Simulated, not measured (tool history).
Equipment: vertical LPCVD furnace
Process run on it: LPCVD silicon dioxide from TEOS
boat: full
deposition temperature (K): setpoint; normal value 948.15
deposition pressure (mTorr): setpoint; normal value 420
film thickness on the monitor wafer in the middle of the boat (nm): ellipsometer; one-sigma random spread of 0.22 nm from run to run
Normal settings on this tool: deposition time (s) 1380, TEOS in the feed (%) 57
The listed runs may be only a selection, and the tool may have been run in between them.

| run | hour | deposition temperature (K) | deposition pressure (mTorr) | deposition time (s) | TEOS in the feed (%) | read-back reference wafer on the same gauge, thickness | film thickness on the monitor wafer in the middle of the boat (nm) |
|---|---|---|---|---|---|---|---|
| 1 | 0 | 948.15 | 420 | 1050 | 57 | 102.95 | 71.35 |
| 2 | 26.1 | 948.15 | 420 | 1050 | 57 | 102.98 | 71.06 |
| 3 | 50.2 | 948.15 | 420 | 1740 | 57 | 103.04 | 117.33 |
| 4 | 115.6 | 948.15 | 420 | 1740 | 57 | 102.93 | 118.18 |
| 5 | 184.6 | 948.15 | 420 | 1380 | 52 | 103.02 | 89.37 |
| 6 | 255.7 | 948.15 | 420 | 1380 | 52 | 103.04 | 89.03 |
| 7 | 289.8 | 948.15 | 420 | 1380 | 57 | 102.99 | 91.9 |
| 8 | 347.4 | 948.15 | 320 | 1380 | 57 | 103.02 | 80.08 |
| 9 | 378.4 | 948.15 | 420 | 1830 | 57 | 103.05 | 121.38 |
| 10 | 430.3 | 948.15 | 420 | 1380 | 57 | 103.11 | 91.73 |
| 11 | 472.2 | 948.15 | 420 | 1380 | 49 | 103.01 | 85.12 |
| 12 | 530 | 948.15 | 420 | 1740 | 57 | 103.06 | 115.56 |
| 13 | 744.4 | 948.15 | 390 | 1380 | 51 | 102.97 | 83.75 |
| 14 | 784 | 948.15 | 420 | 1920 | 57 | 102.95 | 127.37 |
| 15 | 810.1 | 944.15 | 330 | 1650 | 66 | 103.04 | 95.5 |

Put back what was entered between runs (4 entries, withheld): which listed runs does each sit between, and how does the hidden state differ from the listed run before to the listed run after?
Logged between run 6 and run 7: pressure gauge zeroed (hour 284.8)
  true pressure minus gauge reading, mTorr: 23 -> 2.94
  measured result minus the result with no hidden state, film thickness on the monitor wafer in the middle of the boat (nm): +2.34 -> +0.32
Logged between run 7 and run 8: TEOS flow controller replaced (hour 318.5)
  true pressure minus gauge reading, mTorr: 2.94 -> 3.42
  measured result minus the result with no hidden state, film thickness on the monitor wafer in the middle of the boat (nm): +0.32 -> +0.43
Logged between run 8 and run 9: gauge calibrated (hour 350.5)
  true pressure minus gauge reading, mTorr: 3.42 -> 3.68
  measured result minus the result with no hidden state, film thickness on the monitor wafer in the middle of the boat (nm): +0.43 -> +0.52
Logged between run 9 and run 10: thermocouples replaced and temperature profile calibrated (hour 429.8)
  true pressure minus gauge reading, mTorr: 3.68 -> 4.11
  measured result minus the result with no hidden state, film thickness on the monitor wafer in the middle of the boat (nm): +0.52 -> +0.44
